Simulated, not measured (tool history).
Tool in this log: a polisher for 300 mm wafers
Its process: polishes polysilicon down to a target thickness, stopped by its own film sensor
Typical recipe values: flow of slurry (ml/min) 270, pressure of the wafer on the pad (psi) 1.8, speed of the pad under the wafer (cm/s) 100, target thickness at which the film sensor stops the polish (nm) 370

run	hour	flow of slurry (ml/min)	pressure of the wafer on the pad (psi)	speed of the pad under the wafer (cm/s)	target thickness at which the film sensor stops the polish (nm)	wafers since the last listed run	wafers polished on this pad	hours since the slurry nozzle was cleaned	hours since the head pressure was calibrated	incoming thickness of the incoming film, nm	time until the film sensor stopped the polish (s)
1	0	270	1.8	100	370	0	484	683.6	105.3	905.9	150.3
2	8.8	270	1.8	100	370	51	536	692.4	114.1	915.3	154.2
3	15.1	270	1.8	76	370	36	573	698.7	120.4	896	198.4
4	30.4	270	1.8	76	370	89	663	714	135.7	925	203.5
# hour 39.3: worn pad replaced by a new one
5	39.8	270	1.8	76	370	31	2	723.4	145.1	925.4	181
6	47.6	270	1.9	100	370	45	48	731.2	152.9	897.8	126.9
7	57.4	270	2.1	100	370	57	106	741	162.7	909.3	121.5
8	69.7	270	2.1	100	370	72	178	753.3	175	905.4	123.4
9	86.8	270	2.1	100	370	100	278	770.4	192.1	905.1	127
10	95.2	270	1.8	120	370	49	327	778.8	200.5	906.3	122.6
11	106.1	270	1.8	100	370	63	391	789.7	211.4	910.7	149.2
12	121.5	270	1.8	100	370	90	481	805.1	226.8	915.2	150.2
# hour 131.9: slurry nozzle cleaned
13	145.5	270	1.8	100	370	134	616	13.6	250.8	925.2	157.5
# hour 155.3: worn pad replaced by a new one
14	156	270	1.8	100	370	38	4	24.1	261.3	911.1	134.4
15	162.6	270	1.8	100	370	38	43	30.7	267.9	908.2	135.5
16	177.4	270	1.5	86	316	86	129	45.5	282.7	909.4	217.3
17	189.7	300	2.3	112	202	72	201	57.8	295	901.9	129.4
18	199.8	175	1.8	100	370	59	261	67.9	305.1	915.7	157
19	212	200	2.2	76	370	71	332	80.1	317.3	896.5	167.1
20	227.6	330	2.3	114	475	91	424	95.7	332.9	906.7	80.2
21	238.7	270	1.8	100	370	65	489	106.8	344	918.3	157.2
22	246.1	270	1.4	100	370	43	532	114.2	351.4	911.4	192.9
23	262.7	270	2	100	251	97	629	130.8	368	913.6	169.5
# hour 270.5: head pressure recalibrated
# hour 275.7: worn pad replaced by a new one, of another model than before
24	279.6	220	1.8	132	267	63	22	147.7	9.1	906.5	136.5
25	293.4	175	1.5	134	247	80	103	161.5	22.9	913.9	177.3
26	307	270	2.2	100	211	79	183	175.1	36.5	918.5	163.9
27	320.5	270	1.8	100	254	79	262	188.6	50	894.3	175.8
28	338.3	205	1.8	114	370	104	367	206.4	67.8	905.1	142.4
29	353.8	270	2.1	100	370	90	457	221.9	83.3	921.2	142.8
30	365.5	220	1.8	100	306	68	526	233.6	95	906.3	170.4
# hour 374.3: worn pad replaced by a new one
31	380	335	1.6	126	431	61	33	248.1	109.5	901.2	111
32	391.5	200	1.3	100	466	67	101	259.6	121	910.9	144.6
33	404.8	270	1.8	100	370	77	179	272.9	134.3	915.2	143.8
34	417.9	305	1.4	134	370	76	255	286	147.4	925	148.8
35	430.1	270	1.8	100	370	71	327	298.2	159.6	899.9	145.3
# hour 480.3: worn pad replaced by a new one
36	481	235	2.3	66	517	275	3	349.1	210.5	903	97.6

5 ways to go on from here, each from the tool as it stands after run 36. What would each give?
A	481.5	270	1.8	100	370	2	6	349.6	211	895.4	?
B	481.5	270	1.8	100	227	2	6	349.6	211	895.4	?
C	481.5	340	2.4	100	370	2	6	349.6	211	895.4	?
D	481.5	270	1.8	116	272	2	6	349.6	211	895.4	?
E	481.5	345	1.8	100	370	2	6	349.6	211	895.4	?

run	time until the film sensor stopped the polish (s)
A	130.9
B	166.6
C	104.8
D	143.7
E	129
Take away the tool's hidden state, keep each run's random variation, and the runs would have read:
run	time until the film sensor stopped the polish (s)
A	127.2
B	161.8
C	101.8
D	139.6
E	125.3

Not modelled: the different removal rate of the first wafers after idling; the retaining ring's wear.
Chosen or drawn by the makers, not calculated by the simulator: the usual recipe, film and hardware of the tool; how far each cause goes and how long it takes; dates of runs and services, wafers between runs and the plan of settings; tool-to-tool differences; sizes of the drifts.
